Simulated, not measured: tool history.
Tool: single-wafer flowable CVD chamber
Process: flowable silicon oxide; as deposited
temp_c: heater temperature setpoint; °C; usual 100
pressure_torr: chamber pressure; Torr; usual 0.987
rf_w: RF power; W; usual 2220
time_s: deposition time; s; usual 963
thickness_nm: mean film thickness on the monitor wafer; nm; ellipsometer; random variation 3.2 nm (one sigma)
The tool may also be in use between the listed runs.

run   hour  temp_c  pressure_torr  rf_w  time_s  wafers since the last listed run  hours since the last thermocouple change  hours since the last RF generator calibration  hours since the last manometer calibration  hours since the showerhead was replaced  hours since the gauge calibration  read-back reference wafer on the same gauge, thickness_nm  thickness_nm
  1    0.0     100          0.987  2375     856                                 0                                      30.2                                         1551.7                                      2809.8                                   2774.3                              253.1                                                    654.337       775.807
      11.5  -- capacitance manometer re-zeroed and calibrated
  2   13.6     100          0.899  2220     963                                10                                      43.8                                         1565.3                                         2.1                                   2787.9                              266.7                                                    652.461       728.598
  3   23.3     100          0.987  2220     963                                18                                      53.5                                         1575.0                                        11.8                                   2797.6                              276.4                                                    653.807       795.708
  4   34.1      95          0.987  2220     963                                21                                      64.3                                         1585.8                                        22.6                                   2808.4                              287.2                                                    653.361       966.893
  5   77.6     100          0.987  1805    1022                                84                                     107.8                                         1629.3                                        66.1                                   2851.9                              330.7                                                    652.663       809.682
  6   87.5     100          0.987  2220     963                                19                                     117.7                                         1639.2                                        76.0                                   2861.8                              340.6                                                    652.716       816.467
  7   99.0     100          0.987  2220     963                                22                                     129.2                                         1650.7                                        87.5                                   2873.3                              352.1                                                    653.176       813.427
  8  110.9      95          0.987  2220    1016                                23                                     141.1                                         1662.6                                        99.4                                   2885.2                              364.0                                                    653.045      1044.878
  9  128.1     100          0.753  2220     963                                33                                     158.3                                         1679.8                                       116.6                                   2902.4                              381.2                                                    652.886       627.210
     145.1  -- showerhead replaced
 10  145.6     100          0.834  2220     900                                18                                     175.8                                         1697.3                                       134.1                                      0.5                              398.7                                                    653.055       653.441
     154.4  -- RF generator calibrated
 11  154.9      93          0.824  2025    1087                                 2                                     185.1                                            0.5                                       143.4                                      9.8                              408.0                                                    654.232       996.433
 12  170.1     100          0.987  2220     963                                29                                     200.3                                           15.7                                       158.6                                     25.0                              423.2                                                    653.976       828.114
 13  184.5     100          0.779  2385     963                                28                                     214.7                                           30.1                                       173.0                                     39.4                              437.6                                                    653.199       669.574
 14  196.4      93          0.987  2220     963                                23                                     226.6                                           42.0                                       184.9                                     51.3                              449.5                                                    653.361      1090.891
 15  213.0     104          1.228  2220     963                                32                                     243.2                                           58.6                                       201.5                                     67.9                              466.1                                                    652.682       888.362
 16  229.9     100          0.987  2220     963                                32                                     260.1                                           75.5                                       218.4                                     84.8                              483.0                                                    653.550       840.677
 17  245.4     100          0.987  2220     963                                30                                     275.6                                           91.0                                       233.9                                    100.3                              498.5                                                    653.481       845.527
 18  253.4      89          1.051  2410    1130                                15                                     283.6                                           99.0                                       241.9                                    108.3                              506.5                                                    652.424      1589.571
     254.4  -- gauge calibrated
 19  269.1     111          1.102  2220     777                                30                                     299.3                                          114.7                                       257.6                                    124.0                               14.7                                                    652.632       502.095
 20  310.0     100          0.987  1810     963                                79                                     340.2                                          155.6                                       298.5                                    164.9                               55.6                                                    653.024       803.257
 21  319.4     100          0.987  2630    1109                                18                                     349.6                                          165.0                                       307.9                                    174.3                               65.0                                                    652.158      1015.233
 22  330.2     100          1.068  2220    1037                                21                                     360.4                                          175.8                                       318.7                                    185.1                               75.8                                                    652.992       996.063
 23  337.8     100          0.862  2220    1018                                14                                     368.0                                          183.4                                       326.3                                    192.7                               83.4                                                    653.394       793.989
 24  350.1     109          0.987  2220     963                                23                                     380.3                                          195.7                                       338.6                                    205.0                               95.7                                                    653.519       609.591
 25  365.9     100          0.987  1965     963                                30                                     396.1                                          211.5                                       354.4                                    220.8                              111.5                                                    654.131       839.622
 26  380.9     100          0.987  2405     899                                29                                     411.1                                          226.5                                       369.4                                    235.8                              126.5                                                    653.838       814.805
 27  397.5      86          0.987  1785     963                                32                                     427.7                                          243.1                                       386.0                                    252.4                              143.1                                                    654.489      1328.401
 28  414.9     109          0.987  2220     802                                33                                     445.1                                          260.5                                       403.4                                    269.8                              160.5                                                    652.331       513.358

The same runs without the tool's hidden state, with the same run-to-run variation:
The hidden state here: wafer temperature above the value expected at the setpoint (K); delivered RF power above the setpoint (%); true pressure above the setpoint (%); gauge reads high (%).
run  thickness_nm
  1       705.842
  2       715.622
  3       779.196
  4       943.095
  5       780.598
  6       785.061
  7       779.798
  8       997.536
  9       596.484
 10       618.965
 11       940.035
 12       780.584
 13       628.702
 14      1020.352
 15       829.698
 16       782.766
 17       784.984
 18      1483.058
 19       465.878
 20       737.453
 21       930.667
 22       913.588
 23       725.781
 24       556.166
 25       764.321
 26       740.165
 27      1209.529
 28       464.180

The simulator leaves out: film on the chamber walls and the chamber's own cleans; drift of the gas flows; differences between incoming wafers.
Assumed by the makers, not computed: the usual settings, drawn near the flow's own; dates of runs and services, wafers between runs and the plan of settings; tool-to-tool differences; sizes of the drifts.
